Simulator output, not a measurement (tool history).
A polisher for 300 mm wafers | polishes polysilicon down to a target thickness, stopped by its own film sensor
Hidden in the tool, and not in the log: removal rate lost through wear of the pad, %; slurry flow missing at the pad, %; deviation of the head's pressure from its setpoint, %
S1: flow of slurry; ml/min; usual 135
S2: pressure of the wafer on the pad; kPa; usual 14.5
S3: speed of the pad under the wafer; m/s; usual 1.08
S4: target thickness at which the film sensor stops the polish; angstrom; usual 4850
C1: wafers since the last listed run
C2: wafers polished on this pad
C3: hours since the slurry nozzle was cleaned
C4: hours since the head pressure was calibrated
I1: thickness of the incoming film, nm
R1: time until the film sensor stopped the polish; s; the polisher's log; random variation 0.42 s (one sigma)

run    hour   S1    S2    S3    S4    C1    C2     C3     C4     I1    R1
  1     0.0  120  14.5  1.08  4850     0  3388   32.2  684.5  888.6  48.4
  2    34.5  135  14.5  1.08  4850   316  3704   66.7  719.0  889.8  47.9
       57.1  -- head pressure recalibrated
       66.7  -- worn pad replaced by a new one
  3    88.1  135  14.5  1.08  4850   436   196  120.3   31.0  891.9  48.5
  4   168.7  135  14.5  1.08  4850   738   934  200.9  111.6  893.8  48.0
  5   217.9  135  14.5  1.08  4850   450  1385  250.1  160.8  885.9  48.1
  6   281.1  135  14.5  1.08  4850   578  1964  313.3  224.0  898.2  49.7
  7   349.5  135  14.5  1.08  4850   626  2590  381.7  292.4  884.8  47.8
  8   417.2  135  14.5  1.08  4850   620  3210  449.4  360.1  894.1  49.9
  9   472.1  135  14.5  1.08  4850   502  3713  504.3  415.0  885.0  49.2
      522.1  -- worn pad replaced by a new one
 10   522.6  135  14.5  1.08  4850   425     4  554.8  465.5  892.4  50.8
 11   589.2  135  14.5  1.08  4850   610   614  621.4  532.1  875.8  49.2
 12   633.2  135  14.5  1.08  4850   403  1017  665.4  576.1  883.0  50.6
      664.0  -- slurry nozzle cleaned
 13   695.4  135  14.5  1.08  4850   560  1578   31.4  638.3  881.2  46.7
 14   756.6  135  14.5  1.08  4850   560  2138   92.6  699.5  892.0  47.4
 15   785.5  105  14.5  1.08  4850   264  2403  121.5  728.4  900.4  51.1
 16   830.3  150  14.5  1.18  4850   410  2813  166.3  773.2  895.3  44.2
 17   895.8  135  14.5  1.08  4850   599  3413  231.8  838.7  885.4  47.5
      939.6  -- head pressure recalibrated
 18   954.9  120  13.1  1.08  4850   523  3936  290.9   15.3  889.4  53.3
     1008.0  -- worn pad replaced by a new one
 19  1017.1  135  14.5  1.08  5330   533    83  353.1   77.5  893.3  42.9
 20  1101.2  155  14.5  0.74  4850   770   853  437.2  161.6  891.0  69.8
 21  1268.8  170  13.1  1.42  4380  1535  2389  604.8  329.2  889.4  43.6
     1307.0  -- slurry nozzle cleaned
 22  1333.9  135  14.5  0.92  4850   587  2976   26.9  394.3  909.7  58.0
 23  1382.9  120  17.9  1.24  5700   448  3425   75.9  443.3  882.2  28.2
 24  1407.0  135  14.5  0.74  4850   220  3645  100.0  467.4  900.0  71.6
     1487.1  -- worn pad replaced by a new one
 25  1487.6  135  14.5  1.08  4850   701     4  180.6  548.0  875.7  45.7
 26  1554.3  135  13.1  1.24  5640   610   615  247.3  614.7  893.9  36.2
 27  1608.3  155  14.5  0.74  4850   494  1110  301.3  668.7  899.5  71.1
 28  1670.4   95  13.1  0.96  4350   568  1678  363.4  730.8  875.1  70.5
 29  1738.5  155  14.5  0.74  4850   623  2302  431.5  798.9  898.2  70.6

Run 30 comes next. What will it give?
     1746.1  -- head pressure recalibrated
 30  1804.4  120  14.5  1.08  4850  585  2887  497.4  58.3  883.0   ?

Run 30 gave R1 50.5 s.
Without the tool's hidden state the same run would have given R1 48.1 s.
